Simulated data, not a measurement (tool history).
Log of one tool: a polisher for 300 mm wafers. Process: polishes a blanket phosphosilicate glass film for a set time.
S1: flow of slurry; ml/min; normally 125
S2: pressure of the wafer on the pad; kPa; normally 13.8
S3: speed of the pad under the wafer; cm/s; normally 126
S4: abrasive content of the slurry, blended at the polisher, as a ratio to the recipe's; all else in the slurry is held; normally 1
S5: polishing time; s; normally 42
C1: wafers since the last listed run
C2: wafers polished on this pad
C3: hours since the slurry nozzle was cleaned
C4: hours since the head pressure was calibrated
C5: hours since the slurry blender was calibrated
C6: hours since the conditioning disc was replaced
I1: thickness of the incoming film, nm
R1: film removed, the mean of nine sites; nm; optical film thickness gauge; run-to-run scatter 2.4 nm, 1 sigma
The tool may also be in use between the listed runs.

run 1 hour=0 | S1=125 S2=13.8 S3=126 S4=1 S5=42 | C1=0 C2=1741 C3=244.4 C4=244.1 C5=152.3 C6=309.1 | I1=1938.5 | R1=255.7
run 2 hour=12.3 | S1=140 S2=13.8 S3=126 S4=1 S5=42 | C1=101 C2=1843 C3=256.7 C4=256.4 C5=164.6 C6=321.4 | I1=1977.2 | R1=267.9
-- hour=21.8 worn pad replaced by a new one
run 3 hour=28.7 | S1=140 S2=13.8 S3=126 S4=1 S5=42 | C1=102 C2=57 C3=273.1 C4=272.8 C5=181 C6=337.8 | I1=1975.5 | R1=266.9
run 4 hour=41.6 | S1=140 S2=13.8 S3=126 S4=1 S5=42 | C1=106 C2=163 C3=286 C4=285.7 C5=193.9 C6=350.7 | I1=1939.6 | R1=271.8
run 5 hour=63.7 | S1=125 S2=13.8 S3=126 S4=1 S5=42 | C1=182 C2=346 C3=308.1 C4=307.8 C5=216 C6=372.8 | I1=1951.5 | R1=264.5
-- hour=69.1 slurry blender recalibrated
run 6 hour=77.1 | S1=105 S2=13.8 S3=126 S4=0.75 S5=42 | C1=94 C2=440 C3=321.5 C4=321.2 C5=8 C6=386.2 | I1=1909 | R1=235
run 7 hour=110.5 | S1=80 S2=11 S3=126 S4=0.85 S5=46 | C1=276 C2=716 C3=354.9 C4=354.6 C5=41.4 C6=419.6 | I1=1944.8 | R1=205
run 8 hour=142.2 | S1=125 S2=13.8 S3=126 S4=1 S5=42 | C1=262 C2=979 C3=386.6 C4=386.3 C5=73.1 C6=451.3 | I1=1960 | R1=267.3
run 9 hour=168.4 | S1=80 S2=13.8 S3=126 S4=1 S5=42 | C1=216 C2=1195 C3=412.8 C4=412.5 C5=99.3 C6=477.5 | I1=1926.5 | R1=251.4
-- hour=174.5 conditioning disc replaced and pad reconditioned
run 10 hour=185.5 | S1=165 S2=13.8 S3=126 S4=0.8 S5=55 | C1=124 C2=1320 C3=429.9 C4=429.6 C5=116.4 C6=11 | I1=1956.7 | R1=340.2
-- hour=236.7 worn pad replaced by a new one
-- hour=247.9 slurry nozzle cleaned
run 11 hour=252.7 | S1=125 S2=13.8 S3=126 S4=1 S5=42 | C1=514 C2=123 C3=4.8 C4=496.8 C5=183.6 C6=78.2 | I1=1948.5 | R1=271.4
-- hour=281.2 slurry blender recalibrated
run 12 hour=284.7 | S1=125 S2=13.8 S3=106 S4=1 S5=42 | C1=248 C2=372 C3=36.8 C4=528.8 C5=3.5 C6=110.2 | I1=1926.9 | R1=238.6
run 13 hour=311.8 | S1=125 S2=11 S3=126 S4=0.95 S5=42 | C1=224 C2=596 C3=63.9 C4=555.9 C5=30.6 C6=137.3 | I1=1979 | R1=214
run 14 hour=331.6 | S1=165 S2=13.8 S3=114 S4=1 S5=42 | C1=163 C2=759 C3=83.7 C4=575.7 C5=50.4 C6=157.1 | I1=1951.2 | R1=265.5
run 15 hour=366 | S1=110 S2=13.8 S3=126 S4=1.15 S5=42 | C1=284 C2=1044 C3=118.1 C4=610.1 C5=84.8 C6=191.5 | I1=1950.7 | R1=287.1
-- hour=378.1 head pressure recalibrated
run 16 hour=380.6 | S1=125 S2=9.7 S3=126 S4=1 S5=42 | C1=104 C2=1148 C3=132.7 C4=2.5 C5=99.4 C6=206.1 | I1=1952 | R1=181.5
run 17 hour=394.8 | S1=125 S2=13.8 S3=162 S4=0.75 S5=37 | C1=117 C2=1265 C3=146.9 C4=16.7 C5=113.6 C6=220.3 | I1=1926.2 | R1=251.1
run 18 hour=409.5 | S1=165 S2=16.5 S3=84 S4=1 S5=42 | C1=121 C2=1387 C3=161.6 C4=31.4 C5=128.3 C6=235 | I1=1956.6 | R1=225.8
run 19 hour=425.4 | S1=145 S2=13.8 S3=82 S4=1 S5=42 | C1=131 C2=1519 C3=177.5 C4=47.3 C5=144.2 C6=250.9 | I1=1937 | R1=185.1
run 20 hour=449.5 | S1=125 S2=13.8 S3=126 S4=1 S5=42 | C1=199 C2=1718 C3=201.6 C4=71.4 C5=168.3 C6=275 | I1=1956.2 | R1=253.2
run 21 hour=466.6 | S1=125 S2=15.9 S3=100 S4=1 S5=42 | C1=141 C2=1859 C3=218.7 C4=88.5 C5=185.4 C6=292.1 | I1=1942.8 | R1=242.6
-- hour=482.8 worn pad replaced by a new one
run 22 hour=483.3 | S1=140 S2=13.8 S3=150 S4=1 S5=42 | C1=105 C2=4 C3=235.4 C4=105.2 C5=202.1 C6=308.8 | I1=1941.3 | R1=298.2
run 23 hour=517.7 | S1=125 S2=13.8 S3=168 S4=1.15 S5=42 | C1=284 C2=288 C3=269.8 C4=139.6 C5=236.5 C6=343.2 | I1=1950 | R1=333.5
-- hour=533.4 slurry blender recalibrated
run 24 hour=539.4 | S1=110 S2=11.7 S3=126 S4=1.15 S5=37 | C1=162 C2=451 C3=291.5 C4=161.3 C5=6 C6=364.9 | I1=1993.8 | R1=192.4
run 25 hour=564.8 | S1=125 S2=11.7 S3=126 S4=0.85 S5=42 | C1=210 C2=661 C3=316.9 C4=186.7 C5=31.4 C6=390.3 | I1=1943.9 | R1=208
run 26 hour=594.9 | S1=90 S2=13.8 S3=126 S4=1 S5=42 | C1=248 C2=910 C3=347 C4=216.8 C5=61.5 C6=420.4 | I1=1966.6 | R1=244.1
run 27 hour=615.4 | S1=125 S2=13.8 S3=162 S4=0.9 S5=42 | C1=169 C2=1080 C3=367.5 C4=237.3 C5=82 C6=440.9 | I1=1961.6 | R1=302.3

Here are 3 independent what-if runs from the current tool condition. What would each one return?
run A hour=615.8 | S1=125 S2=13.8 S3=126 S4=1 S5=42 | C1=3 C2=1083 C3=367.9 C4=237.7 C5=82.4 C6=441.3 | I1=1934.4 | R1=?
run B hour=615.8 | S1=125 S2=13.8 S3=140 S4=0.8 S5=42 | C1=3 C2=1083 C3=367.9 C4=237.7 C5=82.4 C6=441.3 | I1=1934.4 | R1=?
run C hour=615.8 | S1=125 S2=13.8 S3=126 S4=1 S5=56 | C1=3 C2=1083 C3=367.9 C4=237.7 C5=82.4 C6=441.3 | I1=1934.4 | R1=?

run=A R1=257.5
run=B R1=262.8
run=C R1=343.3
Stripped of hidden state, with their random variation kept, the same runs would have yielded:
run=A R1=252.8
run=B R1=258
run=C R1=337.1
